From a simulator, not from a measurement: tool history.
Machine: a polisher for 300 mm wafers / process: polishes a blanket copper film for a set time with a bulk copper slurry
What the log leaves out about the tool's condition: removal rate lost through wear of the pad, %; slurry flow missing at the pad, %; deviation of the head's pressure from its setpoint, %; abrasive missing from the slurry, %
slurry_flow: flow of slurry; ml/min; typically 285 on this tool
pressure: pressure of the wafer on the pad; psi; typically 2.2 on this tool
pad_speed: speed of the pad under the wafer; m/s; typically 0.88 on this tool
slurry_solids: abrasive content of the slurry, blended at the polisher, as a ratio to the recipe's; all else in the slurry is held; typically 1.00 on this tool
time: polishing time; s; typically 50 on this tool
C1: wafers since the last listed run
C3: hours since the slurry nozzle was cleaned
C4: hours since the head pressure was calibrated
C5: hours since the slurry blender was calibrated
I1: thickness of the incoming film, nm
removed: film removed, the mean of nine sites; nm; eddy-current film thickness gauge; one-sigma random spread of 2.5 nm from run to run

run 1 hour=0.0 | slurry_flow=285 pressure=2.2 pad_speed=1.06 slurry_solids=1.00 time=50 | C1=0 wafers_polished_on_this_pad=681 C3=373.6 C4=318.3 C5=313.3 | I1=2930.4 | removed=335.6
-- hour=12.4 slurry nozzle cleaned
run 2 hour=24.0 | slurry_flow=285 pressure=2.2 pad_speed=1.06 slurry_solids=1.00 time=50 | C1=201 wafers_polished_on_this_pad=882 C3=11.6 C4=342.3 C5=337.3 | I1=2901.8 | removed=331.3
run 3 hour=41.0 | slurry_flow=285 pressure=2.2 pad_speed=0.88 slurry_solids=1.00 time=50 | C1=148 wafers_polished_on_this_pad=1031 C3=28.6 C4=359.3 C5=354.3 | I1=2879.4 | removed=276.7
run 4 hour=56.9 | slurry_flow=285 pressure=2.2 pad_speed=0.88 slurry_solids=0.80 time=50 | C1=139 wafers_polished_on_this_pad=1170 C3=44.5 C4=375.2 C5=370.2 | I1=2913.7 | removed=253.8
run 5 hour=78.9 | slurry_flow=285 pressure=2.2 pad_speed=0.88 slurry_solids=0.80 time=50 | C1=192 wafers_polished_on_this_pad=1363 C3=66.5 C4=397.2 C5=392.2 | I1=2909.2 | removed=249.4
run 6 hour=95.0 | slurry_flow=285 pressure=2.2 pad_speed=0.74 slurry_solids=1.00 time=50 | C1=140 wafers_polished_on_this_pad=1504 C3=82.6 C4=413.3 C5=408.3 | I1=2931.2 | removed=223.8
run 7 hour=115.5 | slurry_flow=285 pressure=2.2 pad_speed=0.74 slurry_solids=1.00 time=50 | C1=179 wafers_polished_on_this_pad=1684 C3=103.1 C4=433.8 C5=428.8 | I1=2938.0 | removed=219.6
-- hour=121.1 worn pad replaced by a new one
run 8 hour=141.6 | slurry_flow=285 pressure=1.9 pad_speed=0.88 slurry_solids=1.00 time=50 | C1=193 wafers_polished_on_this_pad=179 C3=129.2 C4=459.9 C5=454.9 | I1=2908.8 | removed=244.9
-- hour=173.5 slurry blender recalibrated
run 9 hour=174.6 | slurry_flow=285 pressure=1.9 pad_speed=0.88 slurry_solids=1.00 time=50 | C1=271 wafers_polished_on_this_pad=451 C3=162.2 C4=492.9 C5=1.1 | I1=2882.5 | removed=243.1
-- hour=286.3 worn pad replaced by a new one
run 10 hour=286.8 | slurry_flow=285 pressure=1.9 pad_speed=0.88 slurry_solids=1.00 time=50 | C1=947 wafers_polished_on_this_pad=4 C3=274.4 C4=605.1 C5=113.3 | I1=2866.9 | removed=242.4
run 11 hour=316.5 | slurry_flow=285 pressure=2.2 pad_speed=0.88 slurry_solids=1.00 time=50 | C1=260 wafers_polished_on_this_pad=264 C3=304.1 C4=634.8 C5=143.0 | I1=2836.9 | removed=286.5
run 12 hour=347.9 | slurry_flow=185 pressure=2.2 pad_speed=0.88 slurry_solids=1.15 time=50 | C1=274 wafers_polished_on_this_pad=539 C3=335.5 C4=666.2 C5=174.4 | I1=2898.5 | removed=273.5
-- hour=371.7 slurry nozzle cleaned
run 13 hour=380.1 | slurry_flow=310 pressure=2.2 pad_speed=1.10 slurry_solids=1.00 time=50 | C1=273 wafers_polished_on_this_pad=812 C3=8.4 C4=698.4 C5=206.6 | I1=2864.0 | removed=350.1
run 14 hour=402.5 | slurry_flow=285 pressure=2.2 pad_speed=0.88 slurry_solids=1.00 time=66 | C1=196 wafers_polished_on_this_pad=1008 C3=30.8 C4=720.8 C5=229.0 | I1=2889.2 | removed=362.2
-- hour=442.9 head pressure recalibrated
run 15 hour=443.4 | slurry_flow=285 pressure=2.2 pad_speed=0.88 slurry_solids=1.00 time=36 | C1=340 wafers_polished_on_this_pad=1349 C3=71.7 C4=0.5 C5=269.9 | I1=2892.5 | removed=188.6
-- hour=461.1 worn pad replaced by a new one
run 16 hour=461.6 | slurry_flow=190 pressure=2.2 pad_speed=0.88 slurry_solids=1.00 time=50 | C1=124 wafers_polished_on_this_pad=4 C3=89.9 C4=18.7 C5=288.1 | I1=2867.6 | removed=269.0
run 17 hour=479.5 | slurry_flow=285 pressure=2.2 pad_speed=0.88 slurry_solids=1.00 time=50 | C1=156 wafers_polished_on_this_pad=160 C3=107.8 C4=36.6 C5=306.0 | I1=2886.2 | removed=288.7
run 18 hour=515.0 | slurry_flow=285 pressure=1.8 pad_speed=0.62 slurry_solids=1.00 time=50 | C1=310 wafers_polished_on_this_pad=471 C3=143.3 C4=72.1 C5=341.5 | I1=2907.6 | removed=166.0
run 19 hour=540.1 | slurry_flow=285 pressure=2.2 pad_speed=0.88 slurry_solids=1.00 time=50 | C1=219 wafers_polished_on_this_pad=691 C3=168.4 C4=97.2 C5=366.6 | I1=2959.9 | removed=280.9
run 20 hour=554.3 | slurry_flow=285 pressure=2.2 pad_speed=0.88 slurry_solids=1.00 time=50 | C1=124 wafers_polished_on_this_pad=815 C3=182.6 C4=111.4 C5=380.8 | I1=2880.0 | removed=275.1
run 21 hour=584.7 | slurry_flow=235 pressure=2.2 pad_speed=0.88 slurry_solids=1.25 time=64 | C1=266 wafers_polished_on_this_pad=1082 C3=213.0 C4=141.8 C5=411.2 | I1=2883.9 | removed=370.2
run 22 hour=619.2 | slurry_flow=285 pressure=2.2 pad_speed=0.88 slurry_solids=1.00 time=50 | C1=302 wafers_polished_on_this_pad=1384 C3=247.5 C4=176.3 C5=445.7 | I1=2949.8 | removed=273.6
-- hour=638.3 slurry blender recalibrated
run 23 hour=649.3 | slurry_flow=320 pressure=2.7 pad_speed=0.62 slurry_solids=1.15 time=50 | C1=246 wafers_polished_on_this_pad=1630 C3=277.6 C4=206.4 C5=11.0 | I1=2859.7 | removed=242.1
run 24 hour=670.1 | slurry_flow=285 pressure=2.2 pad_speed=0.88 slurry_solids=1.00 time=50 | C1=182 wafers_polished_on_this_pad=1812 C3=298.4 C4=227.2 C5=31.8 | I1=2891.3 | removed=258.3
-- hour=681.8 worn pad replaced by a new one
run 25 hour=704.6 | slurry_flow=285 pressure=2.2 pad_speed=1.12 slurry_solids=1.00 time=36 | C1=267 wafers_polished_on_this_pad=199 C3=332.9 C4=261.7 C5=66.3 | I1=2906.2 | removed=258.7
run 26 hour=722.7 | slurry_flow=285 pressure=2.2 pad_speed=0.88 slurry_solids=1.15 time=37 | C1=158 wafers_polished_on_this_pad=358 C3=351.0 C4=279.8 C5=84.4 | I1=2862.7 | removed=217.5
run 27 hour=751.2 | slurry_flow=285 pressure=2.2 pad_speed=0.70 slurry_solids=1.30 time=62 | C1=249 wafers_polished_on_this_pad=607 C3=379.5 C4=308.3 C5=112.9 | I1=2949.7 | removed=295.5
-- hour=768.3 slurry nozzle cleaned
run 28 hour=780.1 | slurry_flow=235 pressure=1.9 pad_speed=0.88 slurry_solids=1.00 time=44 | C1=244 wafers_polished_on_this_pad=852 C3=11.8 C4=337.2 C5=141.8 | I1=2905.3 | removed=204.6

Run 29, settings as shown, results not yet in. Your forecast:
run 29 hour=807.2 | slurry_flow=285 pressure=2.2 pad_speed=0.88 slurry_solids=0.90 time=50 | C1=237 wafers_polished_on_this_pad=1089 C3=38.9 C4=364.3 C5=168.9 | I1=2894.5 | removed=?

removed: 265.0 nm
If the tool had no hidden condition, the same run with the same run-to-run variation would have returned removed 275.8 nm.
